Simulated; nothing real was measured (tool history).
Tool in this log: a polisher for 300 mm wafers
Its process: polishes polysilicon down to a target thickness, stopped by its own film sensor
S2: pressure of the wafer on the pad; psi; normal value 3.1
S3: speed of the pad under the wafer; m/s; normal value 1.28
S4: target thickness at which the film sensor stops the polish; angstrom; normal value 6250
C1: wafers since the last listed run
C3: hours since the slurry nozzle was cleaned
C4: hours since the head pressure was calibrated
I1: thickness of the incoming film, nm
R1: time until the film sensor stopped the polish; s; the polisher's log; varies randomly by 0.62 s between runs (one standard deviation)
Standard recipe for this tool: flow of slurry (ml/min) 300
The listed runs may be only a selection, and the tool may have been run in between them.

Run 1, hour 0: usual settings but S2 3.4 psi; C1 0; wafers polished on this pad 1275; C3 557.3; C4 545.4; I1 1354. Result: R1 61.5 s.
At hour 15.4: worn pad replaced by a new one.
Run 2, hour 27.3: usual settings; C1 186; wafers polished on this pad 95; C3 584.6; C4 572.7; I1 1375. Result: R1 69.8 s.
Run 3, hour 62.7: usual settings; C1 284; wafers polished on this pad 379; C3 620; C4 608.1; I1 1345.8. Result: R1 67.5 s.
At hour 75.1: slurry nozzle cleaned.
Run 4, hour 123: usual settings; C1 475; wafers polished on this pad 855; C3 47.9; C4 668.4; I1 1373.1. Result: R1 69.8 s.
At hour 173: worn pad replaced by a new one.
Run 5, hour 193.8: usual settings; C1 536; wafers polished on this pad 166; C3 118.7; C4 739.2; I1 1378.3. Result: R1 69.1 s.
Run 6, hour 232.5: usual settings; C1 310; wafers polished on this pad 477; C3 157.4; C4 777.9; I1 1357.5. Result: R1 67.4 s.
Run 7, hour 292: usual settings; C1 477; wafers polished on this pad 954; C3 216.9; C4 837.4; I1 1374.3. Result: R1 69.7 s.
Run 8, hour 329.3: usual settings; C1 299; wafers polished on this pad 1253; C3 254.2; C4 874.7; I1 1360.5. Result: R1 66.9 s.
At hour 333.8: worn pad replaced by a new one.
Run 9, hour 365.3: usual settings; C1 256; wafers polished on this pad 252; C3 290.2; C4 910.7; I1 1355.4. Result: R1 67 s.
At hour 423.1: head pressure recalibrated.
Run 10, hour 426.5: usual settings; C1 475; wafers polished on this pad 727; C3 351.4; C4 3.4; I1 1373.8. Result: R1 69.7 s.
At hour 487.4: worn pad replaced by a new one.
Run 11, hour 492.8: usual settings but flow of slurry (ml/min) 330, S3 0.86 m/s, S4 3850 angstrom; C1 499; wafers polished on this pad 43; C3 417.7; C4 69.7; I1 1346.2. Result: R1 131.8 s.
Run 12, hour 522.8: usual settings but flow of slurry (ml/min) 225; C1 240; wafers polished on this pad 284; C3 447.7; C4 99.7; I1 1376. Result: R1 69.8 s.
Run 13, hour 551: usual settings but flow of slurry (ml/min) 335, S2 4.1 psi, S4 4680 angstrom; C1 226; wafers polished on this pad 510; C3 475.9; C4 127.9; I1 1373.7. Result: R1 63.2 s.
At hour 572.2: slurry nozzle cleaned.
Run 14, hour 608.9: usual settings but flow of slurry (ml/min) 330, S3 0.86 m/s, S4 3850 angstrom; C1 456; wafers polished on this pad 966; C3 36.7; C4 185.8; I1 1343.8. Result: R1 132.4 s.
At hour 675.3: worn pad replaced by a new one.
Run 15, hour 676.8: usual settings but flow of slurry (ml/min) 375; C1 512; wafers polished on this pad 12; C3 104.6; C4 253.7; I1 1372.1. Result: R1 68.4 s.
Run 16, hour 715.1: usual settings but S4 4790 angstrom; C1 307; wafers polished on this pad 319; C3 142.9; C4 292; I1 1366. Result: R1 81.6 s.
Run 17, hour 741.5: usual settings but flow of slurry (ml/min) 255, S2 2.7 psi, S3 0.9 m/s, S4 3800 angstrom; C1 211; wafers polished on this pad 531; C3 169.3; C4 318.4; I1 1359. Result: R1 148.4 s.
Run 18, hour 789.8: usual settings; C1 387; wafers polished on this pad 918; C3 217.6; C4 366.7; I1 1342.2. Result: R1 64.9 s.
Run 19, hour 818.2: usual settings but flow of slurry (ml/min) 335; C1 227; wafers polished on this pad 1146; C3 246; C4 395.1; I1 1349.1. Result: R1 66.4 s.

For each run, what was the tool's unlogged condition?
removal rate lost through wear of the pad, %: 0 across all the runs
slurry flow missing at the pad, %: 0 across all the runs
deviation of the head's pressure from its setpoint, %: 0 across all the runs
